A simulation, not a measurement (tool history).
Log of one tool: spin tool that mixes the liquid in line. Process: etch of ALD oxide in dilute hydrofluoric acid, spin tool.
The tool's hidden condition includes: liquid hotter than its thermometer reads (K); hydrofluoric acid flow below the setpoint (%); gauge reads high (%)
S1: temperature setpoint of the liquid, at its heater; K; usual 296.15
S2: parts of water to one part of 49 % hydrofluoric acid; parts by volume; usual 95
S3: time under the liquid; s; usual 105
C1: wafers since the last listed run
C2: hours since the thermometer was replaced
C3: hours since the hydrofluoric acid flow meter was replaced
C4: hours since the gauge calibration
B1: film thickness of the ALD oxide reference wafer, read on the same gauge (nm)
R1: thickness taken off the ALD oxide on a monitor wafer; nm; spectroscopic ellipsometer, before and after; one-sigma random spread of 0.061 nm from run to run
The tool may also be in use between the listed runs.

Run 1, hour 0.0: usual settings but S3 75 s; C1 0; C2 767.6; C3 1308.0; C4 763.7; B1 139.99. Result: R1 8.75 nm.
At hour 5.3: gauge calibrated.
Run 2, hour 50.5: usual settings but S3 75 s; C1 435; C2 818.1; C3 1358.5; C4 45.2; B1 140.01. Result: R1 8.79 nm.
Run 3, hour 83.4: usual settings; C1 284; C2 851.0; C3 1391.4; C4 78.1; B1 139.99. Result: R1 12.23 nm.
Run 4, hour 141.7: usual settings; C1 503; C2 909.3; C3 1449.7; C4 136.4; B1 139.98. Result: R1 12.26 nm.
Run 5, hour 196.9: usual settings; C1 476; C2 964.5; C3 1504.9; C4 191.6; B1 139.99. Result: R1 12.16 nm.
Run 6, hour 232.8: usual settings; C1 309; C2 1000.4; C3 1540.8; C4 227.5; B1 140.01. Result: R1 12.15 nm.
Run 7, hour 278.3: usual settings; C1 392; C2 1045.9; C3 1586.3; C4 273.0; B1 139.99. Result: R1 12.06 nm.
Run 8, hour 348.4: usual settings; C1 605; C2 1116.0; C3 1656.4; C4 343.1; B1 139.98. Result: R1 12.10 nm.
Run 9, hour 382.2: usual settings; C1 291; C2 1149.8; C3 1690.2; C4 376.9; B1 139.97. Result: R1 12.16 nm.
Run 10, hour 436.0: usual settings; C1 464; C2 1203.6; C3 1744.0; C4 430.7; B1 140.02. Result: R1 11.98 nm.
Run 11, hour 501.1: usual settings; C1 561; C2 1268.7; C3 1809.1; C4 495.8; B1 139.98. Result: R1 11.96 nm.
Run 12, hour 550.3: usual settings; C1 424; C2 1317.9; C3 1858.3; C4 545.0; B1 139.99. Result: R1 11.86 nm.
Run 13, hour 610.9: usual settings but S1 298.15 K, S3 140 s; C1 523; C2 1378.5; C3 1918.9; C4 605.6; B1 140.00. Result: R1 17.14 nm.
At hour 636.3: hydrofluoric acid flow meter replaced.
Run 14, hour 678.9: usual settings but S1 300.15 K, S2 140 parts by volume, S3 85 s; C1 578; C2 1446.5; C3 42.6; C4 673.6; B1 140.00. Result: R1 7.90 nm.
Run 15, hour 740.5: usual settings but S2 140 parts by volume; C1 531; C2 1508.1; C3 104.2; C4 735.2; B1 139.99. Result: R1 8.34 nm.
At hour 791.1: gauge calibrated.
Run 16, hour 809.1: usual settings but S2 120 parts by volume; C1 592; C2 1576.7; C3 172.8; C4 18.0; B1 139.99. Result: R1 9.90 nm.
Run 17, hour 864.5: usual settings but S1 300.65 K, S2 120 parts by volume, S3 135 s; C1 478; C2 1632.1; C3 228.2; C4 73.4; B1 139.97. Result: R1 15.20 nm.
Run 18, hour 897.9: usual settings but S1 293.15 K, S2 135 parts by volume, S3 70 s; C1 288; C2 1665.5; C3 261.6; C4 106.8; B1 140.01. Result: R1 5.13 nm.
Run 19, hour 927.4: usual settings but S3 85 s; C1 254; C2 1695.0; C3 291.1; C4 136.3; B1 140.00. Result: R1 10.45 nm.
Run 20, hour 967.8: usual settings but S1 301.15 K; C1 348; C2 1735.4; C3 331.5; C4 176.7; B1 140.00. Result: R1 15.71 nm.
At hour 976.5: thermometer replaced.
Run 21, hour 1068.0: usual settings; C1 856; C2 91.5; C3 431.7; C4 276.9; B1 139.99. Result: R1 12.74 nm.
Run 22, hour 1129.6: usual settings but S1 291.15 K, S2 135 parts by volume; C1 531; C2 153.1; C3 493.3; C4 338.5; B1 139.98. Result: R1 6.98 nm.
Run 23, hour 1192.7: usual settings; C1 544; C2 216.2; C3 556.4; C4 401.6; B1 140.01. Result: R1 12.73 nm.
Run 24, hour 1222.0: usual settings; C1 252; C2 245.5; C3 585.7; C4 430.9; B1 140.01. Result: R1 12.67 nm.
Run 25, hour 1265.7: usual settings but S1 301.15 K, S3 75 s; C1 377; C2 289.2; C3 629.4; C4 474.6; B1 140.02. Result: R1 11.04 nm.
Run 26, hour 1310.4: usual settings but S1 298.65 K; C1 385; C2 333.9; C3 674.1; C4 519.3; B1 140.01. Result: R1 13.99 nm.

5 options for the next run, each taken on its own from the tool as it stands now. Forecast them:
Run A, hour 1310.8: usual settings but S1 291.15 K; C1 3; C2 334.3; C3 674.5; C4 519.7; B1 ?. Result: R1 ?.
Run B, hour 1310.8: usual settings but S1 298.65 K, S2 55 parts by volume, S3 160 s; C1 3; C2 334.3; C3 674.5; C4 519.7; B1 ?. Result: R1 ?.
Run C, hour 1310.8: usual settings but S1 299.15 K, S3 75 s; C1 3; C2 334.3; C3 674.5; C4 519.7; B1 ?. Result: R1 ?.
Run D, hour 1310.8: usual settings but S1 300.15 K, S2 75 parts by volume, S3 85 s; C1 3; C2 334.3; C3 674.5; C4 519.7; B1 ?. Result: R1 ?.
Run E, hour 1310.8: usual settings but S1 297.65 K, S2 125 parts by volume; C1 3; C2 334.3; C3 674.5; C4 519.7; B1 ?. Result: R1 ?.

run      B1     R1
  A  139.98  10.31
  B  139.98  38.83
  C  139.98  10.17
  D  139.98  15.61
  E  139.98   9.83
With the hidden condition removed and each run's random variation left untouched, the same runs would have given:
run     R1
  A  10.68
  B  40.17
  C  10.54
  D  16.17
  E  10.20
